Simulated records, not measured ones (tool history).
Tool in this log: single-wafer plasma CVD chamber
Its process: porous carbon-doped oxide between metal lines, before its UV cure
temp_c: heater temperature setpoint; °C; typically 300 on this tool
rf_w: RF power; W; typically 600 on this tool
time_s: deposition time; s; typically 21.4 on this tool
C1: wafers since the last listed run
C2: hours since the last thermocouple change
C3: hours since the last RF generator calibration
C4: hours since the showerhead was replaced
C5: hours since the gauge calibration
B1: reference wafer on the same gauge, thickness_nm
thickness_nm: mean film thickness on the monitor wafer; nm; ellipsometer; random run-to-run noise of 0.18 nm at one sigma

Run 1, hour 0: usual settings but rf_w 560 W, time_s 18.4 s; C1 0; C2 2246.7; C3 1420.9; C4 8294.8; C5 172.2; B1 112.078. Result: thickness_nm 98.751 nm.
Run 2, hour 10.2: usual settings but rf_w 560 W, time_s 18.4 s; C1 175; C2 2256.9; C3 1431.1; C4 8305; C5 182.4; B1 111.89. Result: thickness_nm 98.553 nm.
Run 3, hour 34.3: usual settings; C1 413; C2 2281; C3 1455.2; C4 8329.1; C5 206.5; B1 111.976. Result: thickness_nm 117.943 nm.
Run 4, hour 52: usual settings; C1 303; C2 2298.7; C3 1472.9; C4 8346.8; C5 224.2; B1 111.963. Result: thickness_nm 118.038 nm.
Run 5, hour 62.8: usual settings; C1 185; C2 2309.5; C3 1483.7; C4 8357.6; C5 235; B1 111.892. Result: thickness_nm 117.973 nm.
Run 6, hour 71.8: usual settings; C1 154; C2 2318.5; C3 1492.7; C4 8366.6; C5 244; B1 112.012. Result: thickness_nm 117.849 nm.
Run 7, hour 87.3: usual settings; C1 266; C2 2334; C3 1508.2; C4 8382.1; C5 259.5; B1 112.023. Result: thickness_nm 118.008 nm.
Run 8, hour 97.3: usual settings but rf_w 675 W; C1 171; C2 2344; C3 1518.2; C4 8392.1; C5 269.5; B1 112.029. Result: thickness_nm 125.151 nm.
Run 9, hour 105.8: usual settings but rf_w 675 W; C1 145; C2 2352.5; C3 1526.7; C4 8400.6; C5 278; B1 112.027. Result: thickness_nm 124.941 nm.
Run 10, hour 120.4: usual settings but rf_w 675 W; C1 250; C2 2367.1; C3 1541.3; C4 8415.2; C5 292.6; B1 112.017. Result: thickness_nm 124.708 nm.
At hour 141.9: gauge calibrated.
At hour 154.1: showerhead replaced.
Run 11, hour 158.3: usual settings but temp_c 308 °C; C1 513; C2 2405; C3 1579.2; C4 4.2; C5 16.4; B1 112.106. Result: thickness_nm 112.097 nm.
Run 12, hour 170.8: usual settings but temp_c 291 °C; C1 214; C2 2417.5; C3 1591.7; C4 16.7; C5 28.9; B1 111.927. Result: thickness_nm 124.694 nm.
Run 13, hour 186.4: usual settings but temp_c 294 °C, rf_w 655 W, time_s 20.1 s; C1 267; C2 2433.1; C3 1607.3; C4 32.3; C5 44.5; B1 112.015. Result: thickness_nm 120.226 nm.
At hour 198.3: thermocouple changed; heater temperature recalibrated.
Run 14, hour 201.9: usual settings but temp_c 312 °C, time_s 18.2 s; C1 128; C2 3.6; C3 1622.8; C4 47.8; C5 60; B1 111.931. Result: thickness_nm 100.871 nm.
Run 15, hour 211.7: usual settings but temp_c 307 °C, rf_w 480 W, time_s 17.8 s; C1 168; C2 13.4; C3 1632.6; C4 57.6; C5 69.8; B1 111.948. Result: thickness_nm 91.228 nm.
Run 16, hour 226.7: usual settings; C1 257; C2 28.4; C3 1647.6; C4 72.6; C5 84.8; B1 111.982. Result: thickness_nm 127.686 nm.
At hour 236.2: RF generator calibrated.
At hour 241.4: thermocouple changed; heater temperature recalibrated, repeated, since the last time left the tool worse.
Run 17, hour 241.9: usual settings but temp_c 287 °C, rf_w 560 W, time_s 25.4 s; C1 34; C2 0.5; C3 5.7; C4 87.8; C5 100; B1 112.108. Result: thickness_nm 150.233 nm.
Run 18, hour 246.6: usual settings but rf_w 675 W; C1 80; C2 5.2; C3 10.4; C4 92.5; C5 104.7; B1 111.974. Result: thickness_nm 127.728 nm.
Run 19, hour 262.3: usual settings; C1 269; C2 20.9; C3 26.1; C4 108.2; C5 120.4; B1 112.025. Result: thickness_nm 120.15 nm.
Run 20, hour 268.6: usual settings but temp_c 289 °C, time_s 23.8 s; C1 108; C2 27.2; C3 32.4; C4 114.5; C5 126.7; B1 112.002. Result: thickness_nm 143.513 nm.
Run 21, hour 283.1: usual settings but time_s 24.9 s; C1 248; C2 41.7; C3 46.9; C4 129; C5 141.2; B1 112.066. Result: thickness_nm 139.423 nm.
Run 22, hour 299.5: usual settings but rf_w 685 W; C1 281; C2 58.1; C3 63.3; C4 145.4; C5 157.6; B1 111.917. Result: thickness_nm 128.738 nm.
Run 23, hour 315.2: usual settings but rf_w 535 W; C1 269; C2 73.8; C3 79; C4 161.1; C5 173.3; B1 112.008. Result: thickness_nm 113.766 nm.
Run 24, hour 326: usual settings but rf_w 500 W, time_s 18.7 s; C1 185; C2 84.6; C3 89.8; C4 171.9; C5 184.1; B1 111.987. Result: thickness_nm 96.691 nm.

For run 25, what comes out?
Run 25, hour 334.1: usual settings; C1 139; C2 92.7; C3 97.9; C4 180; C5 192.2; B1 ?. Result: thickness_nm ?.

B1: 112.011
thickness_nm: 120.313 nm
On a tool with no hidden condition, and with the same random variation, this run would have come out at thickness_nm 121.04 nm.
